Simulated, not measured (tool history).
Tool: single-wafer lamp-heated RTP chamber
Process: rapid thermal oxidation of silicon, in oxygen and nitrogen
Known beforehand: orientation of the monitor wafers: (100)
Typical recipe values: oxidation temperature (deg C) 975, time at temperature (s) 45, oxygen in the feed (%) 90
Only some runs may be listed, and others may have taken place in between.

run,hour,oxidation temperature (deg C),time at temperature (s),oxygen in the feed (%),wafers since the last listed run,wafers since the last pyrometer calibration,hours since the oxygen flow controller was replaced,hours since the gauge calibration,"read-back reference wafer on the same gauge, thickness",oxide thickness on the monitor wafer (Å)
1,0,975,45,90,0,1485,1453.3,162.1,4.538,45.84
2,25.5,975,45,90,136,1622,1478.8,187.6,4.52,46.19
3,50.6,975,45,90,134,1757,1503.9,212.7,4.541,46.2
4,67.3,986,45,90,89,1846,1520.6,229.4,4.529,49.92
5,90.1,986,45,90,122,1969,1543.4,252.2,4.536,49.86
6,108.9,986,45,90,100,2070,1562.2,271,4.533,50.15
7,121.3,975,45,90,66,2136,1574.6,283.4,4.533,46.34
8,134.7,955,45,90,71,2208,1588,296.8,4.53,40.49
9,161.4,955,45,90,143,2352,1614.7,323.5,4.536,40.45
10,179.2,955,45,90,95,2447,1632.5,341.3,4.517,40.54
11,225.1,966,45,90,246,2694,1678.4,387.2,4.536,43.34
# hour 234.9: gauge calibrated
12,261,966,45,90,192,2886,1714.3,26.1,4.54,43.96
13,280.1,975,38,90,102,2989,1733.4,45.2,4.531,43.38
14,295.2,975,45,98,81,3070,1748.5,60.3,4.533,48.14
15,399.6,975,36,98,560,3631,1852.9,164.7,4.531,44.19
16,415.8,987,60,64,86,3717,1869.1,180.9,4.53,51.14
# hour 429.5: pyrometer window cleaned and pyrometer calibrated
# hour 440.1: oxygen flow controller replaced
17,450.1,988,45,98,98,67,10,215.2,4.523,51.2
18,479.6,975,45,90,158,226,39.5,244.7,4.532,45.24
19,504.6,975,24,98,134,360,64.5,269.7,4.524,36.88
20,531,975,45,90,141,502,90.9,296.1,4.539,45.44
21,544.6,955,45,90,73,575,104.5,309.7,4.531,40.06
22,560.9,975,36,90,87,662,120.8,326,4.541,41.91
23,578.2,975,31,82,92,755,138.1,343.3,4.521,38.51
24,612.8,949,57,75,185,941,172.7,377.9,4.531,39.71

Hidden state, per run?
deviation of the oxygen flow from its setpoint, %: 0 on each run
gauge reads high (%): 0 on each run
H1: true wafer temperature minus pyrometer reading, K
run,H1
1,2.06
2,2.22
3,2.38
4,2.48
5,2.63
6,2.75
7,2.82
8,2.91
9,3.08
10,3.19
11,3.48
12,3.7
13,3.82
14,3.92
15,4.57
16,4.67
17,0.472
18,0.657
19,0.815
20,0.981
21,1.07
22,1.17
23,1.28
24,1.49
